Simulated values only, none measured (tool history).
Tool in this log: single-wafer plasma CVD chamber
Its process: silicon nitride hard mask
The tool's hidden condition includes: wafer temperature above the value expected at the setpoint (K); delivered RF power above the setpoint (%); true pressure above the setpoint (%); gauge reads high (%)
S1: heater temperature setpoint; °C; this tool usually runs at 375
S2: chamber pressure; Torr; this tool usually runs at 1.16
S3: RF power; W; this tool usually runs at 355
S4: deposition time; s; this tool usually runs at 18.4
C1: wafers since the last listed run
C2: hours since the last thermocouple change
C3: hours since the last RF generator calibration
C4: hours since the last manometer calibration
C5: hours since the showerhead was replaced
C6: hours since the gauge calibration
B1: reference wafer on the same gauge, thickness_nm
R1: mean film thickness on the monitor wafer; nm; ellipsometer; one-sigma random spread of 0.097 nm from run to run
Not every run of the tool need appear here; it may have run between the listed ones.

| run | hour | S1 | S2 | S3 | S4 | C1 | C2 | C3 | C4 | C5 | C6 | B1 | R1 |
|---|---|---|---|---|---|---|---|---|---|---|---|---|---|
| 1 | 0.0 | 375 | 1.16 | 355 | 18.4 | 0 | 36.6 | 2191.6 | 2028.6 | 7250.6 | 1265.0 | 20.356 | 20.507 |
|  | 11.8 | RF generator calibrated |
| 2 | 25.9 | 375 | 1.16 | 355 | 18.4 | 752 | 62.5 | 14.1 | 2054.5 | 7276.5 | 1290.9 | 20.332 | 20.549 |
| 3 | 92.3 | 375 | 1.16 | 355 | 18.4 | 2790 | 128.9 | 80.5 | 2120.9 | 7342.9 | 1357.3 | 20.273 | 20.415 |
|  | 103.3 | showerhead replaced |
| 4 | 129.8 | 375 | 1.16 | 355 | 18.4 | 1239 | 166.4 | 118.0 | 2158.4 | 26.5 | 1394.8 | 20.289 | 20.385 |
|  | 167.2 | gauge calibrated |
| 5 | 211.2 | 375 | 1.16 | 355 | 18.4 | 3420 | 247.8 | 199.4 | 2239.8 | 107.9 | 44.0 | 20.842 | 20.839 |
| 6 | 276.4 | 375 | 1.16 | 355 | 18.4 | 2739 | 313.0 | 264.6 | 2305.0 | 173.1 | 109.2 | 20.777 | 21.008 |
|  | 305.1 | capacitance manometer re-zeroed and calibrated |
| 7 | 329.6 | 375 | 1.16 | 355 | 18.4 | 1899 | 366.2 | 317.8 | 24.5 | 226.3 | 162.4 | 20.737 | 21.007 |
| 8 | 359.6 | 375 | 1.29 | 380 | 18.4 | 1260 | 396.2 | 347.8 | 54.5 | 256.3 | 192.4 | 20.791 | 22.353 |
| 9 | 401.0 | 375 | 1.16 | 355 | 18.4 | 1739 | 437.6 | 389.2 | 95.9 | 297.7 | 233.8 | 20.706 | 20.910 |
| 10 | 429.5 | 375 | 0.97 | 380 | 18.4 | 1197 | 466.1 | 417.7 | 124.4 | 326.2 | 262.3 | 20.705 | 21.261 |
| 11 | 498.5 | 375 | 1.16 | 400 | 18.4 | 2899 | 535.1 | 486.7 | 193.4 | 395.2 | 331.3 | 20.679 | 22.691 |
| 12 | 542.3 | 375 | 1.16 | 415 | 18.4 | 1840 | 578.9 | 530.5 | 237.2 | 439.0 | 375.1 | 20.662 | 23.102 |
| 13 | 581.0 | 375 | 1.16 | 355 | 18.4 | 1626 | 617.6 | 569.2 | 275.9 | 477.7 | 413.8 | 20.651 | 20.811 |
| 14 | 638.8 | 375 | 0.98 | 355 | 18.4 | 2428 | 675.4 | 627.0 | 333.7 | 535.5 | 471.6 | 20.606 | 20.198 |
| 15 | 671.4 | 379 | 1.16 | 390 | 18.4 | 1369 | 708.0 | 659.6 | 366.3 | 568.1 | 504.2 | 20.577 | 22.259 |
| 16 | 729.2 | 371 | 1.16 | 335 | 18.4 | 2428 | 765.8 | 717.4 | 424.1 | 625.9 | 562.0 | 20.576 | 20.191 |
| 17 | 757.8 | 375 | 1.16 | 355 | 15.0 | 1201 | 794.4 | 746.0 | 452.7 | 654.5 | 590.6 | 20.529 | 16.915 |
| 18 | 796.5 | 364 | 1.16 | 355 | 18.4 | 1626 | 833.1 | 784.7 | 491.4 | 693.2 | 629.3 | 20.514 | 20.914 |
| 19 | 965.7 | 375 | 1.16 | 355 | 18.4 | 7110 | 1002.3 | 953.9 | 660.6 | 862.4 | 798.5 | 20.413 | 20.599 |
| 20 | 1003.5 | 361 | 1.16 | 335 | 18.4 | 1588 | 1040.1 | 991.7 | 698.4 | 900.2 | 836.3 | 20.391 | 19.889 |
| 21 | 1040.9 | 375 | 1.29 | 380 | 18.4 | 1571 | 1077.5 | 1029.1 | 735.8 | 937.6 | 873.7 | 20.394 | 22.050 |
| 22 | 1087.1 | 371 | 1.16 | 355 | 18.4 | 1941 | 1123.7 | 1075.3 | 782.0 | 983.8 | 919.9 | 20.370 | 20.645 |
| 23 | 1130.5 | 375 | 1.16 | 355 | 18.4 | 1823 | 1167.1 | 1118.7 | 825.4 | 1027.2 | 963.3 | 20.345 | 20.562 |
| 24 | 1181.8 | 375 | 1.16 | 355 | 18.4 | 2155 | 1218.4 | 1170.0 | 876.7 | 1078.5 | 1014.6 | 20.293 | 20.698 |
| 25 | 1239.2 | 375 | 1.16 | 355 | 15.5 | 2412 | 1275.8 | 1227.4 | 934.1 | 1135.9 | 1072.0 | 20.291 | 17.385 |

Expected results for the next run?
| 26 | 1308.7 | 360 | 1.16 | 355 | 18.4 | 2920 | 1345.3 | 1296.9 | 1003.6 | 1205.4 | 1141.5 | ? | ? |

B1: 20.280
R1: 20.596 nm
With no hidden state in the tool, this same run would have given R1 21.249 nm.
